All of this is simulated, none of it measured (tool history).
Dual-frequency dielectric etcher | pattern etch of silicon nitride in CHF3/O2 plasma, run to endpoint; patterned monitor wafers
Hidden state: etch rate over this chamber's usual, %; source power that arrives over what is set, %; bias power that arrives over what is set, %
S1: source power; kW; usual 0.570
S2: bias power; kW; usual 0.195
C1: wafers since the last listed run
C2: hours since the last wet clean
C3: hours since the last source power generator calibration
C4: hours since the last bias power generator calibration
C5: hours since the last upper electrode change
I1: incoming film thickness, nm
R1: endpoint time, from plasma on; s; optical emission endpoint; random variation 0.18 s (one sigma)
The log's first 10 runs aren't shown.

run	hour	S1	S2	C1	C2	C3	C4	C5	I1	R1
# hour 446.8: source power generator calibrated
11	447.3	0.570	0.195	477	162.4	0.5	3294.6	2055.9	91.1	61.8
# hour 488.4: bias power generator calibrated
12	499.2	0.570	0.195	540	214.3	52.4	10.8	2107.8	91.6	60.8
13	531.9	0.500	0.215	369	247.0	85.1	43.5	2140.5	91.5	61.1
14	600.8	0.500	0.157	777	315.9	154.0	112.4	2209.4	91.4	70.2
15	650.0	0.570	0.195	555	365.1	203.2	161.6	2258.6	90.7	60.2
16	698.8	0.490	0.213	550	413.9	252.0	210.4	2307.4	90.7	61.2
17	733.5	0.470	0.168	391	448.6	286.7	245.1	2342.1	90.8	69.5
# hour 767.1: wet clean of the chamber
# hour 798.1: upper electrode replaced
18	798.6	0.570	0.195	193	31.5	351.8	310.2	0.5	90.7	60.8
19	818.8	0.440	0.225	228	51.7	372.0	330.4	20.7	90.9	63.2
20	864.4	0.500	0.239	514	97.3	417.6	376.0	66.3	90.9	58.4
21	901.1	0.570	0.195	414	134.0	454.3	412.7	103.0	91.6	61.2
22	936.3	0.680	0.231	397	169.2	489.5	447.9	138.2	90.9	52.4
23	979.2	0.670	0.238	484	212.1	532.4	490.8	181.1	90.8	51.9
24	1007.2	0.510	0.195	316	240.1	560.4	518.8	209.1	91.0	63.1
25	1052.1	0.570	0.231	506	285.0	605.3	563.7	254.0	90.5	55.6
26	1104.2	0.640	0.171	588	337.1	657.4	615.8	306.1	91.3	61.4
27	1169.2	0.450	0.231	733	402.1	722.4	680.8	371.1	89.9	60.6
28	1193.3	0.570	0.195	272	426.2	746.5	704.9	395.2	91.2	60.4
29	1254.1	0.450	0.159	686	487.0	807.3	765.7	456.0	91.5	73.0
30	1315.5	0.570	0.195	693	548.4	868.7	827.1	517.4	91.3	59.8
31	1345.8	0.530	0.165	342	578.7	899.0	857.4	547.7	90.1	65.8
# hour 1372.8: wet clean of the chamber
32	1374.5	0.470	0.180	53	1.7	927.7	886.1	576.4	90.5	68.4
33	1426.7	0.500	0.195	589	53.9	979.9	938.3	628.6	91.3	64.4
34	1496.7	0.620	0.217	790	123.9	1049.9	1008.3	698.6	91.6	56.8

5 ways to go on from here, each from the tool as it stands after run 34. What would each give?
A	1497.1	0.570	0.195	4	124.3	1050.3	1008.7	699.0	90.1	?
B	1497.1	0.710	0.225	4	124.3	1050.3	1008.7	699.0	90.1	?
C	1497.1	0.530	0.150	4	124.3	1050.3	1008.7	699.0	90.1	?
D	1497.1	0.670	0.195	4	124.3	1050.3	1008.7	699.0	90.1	?
E	1497.1	0.500	0.224	4	124.3	1050.3	1008.7	699.0	90.1	?

run	R1
A	60.2
B	51.8
C	69.9
D	56.5
E	59.7
Without the tool's hidden state the same runs would have given:
run	R1
A	60.3
B	51.8
C	70.0
D	56.5
E	59.7
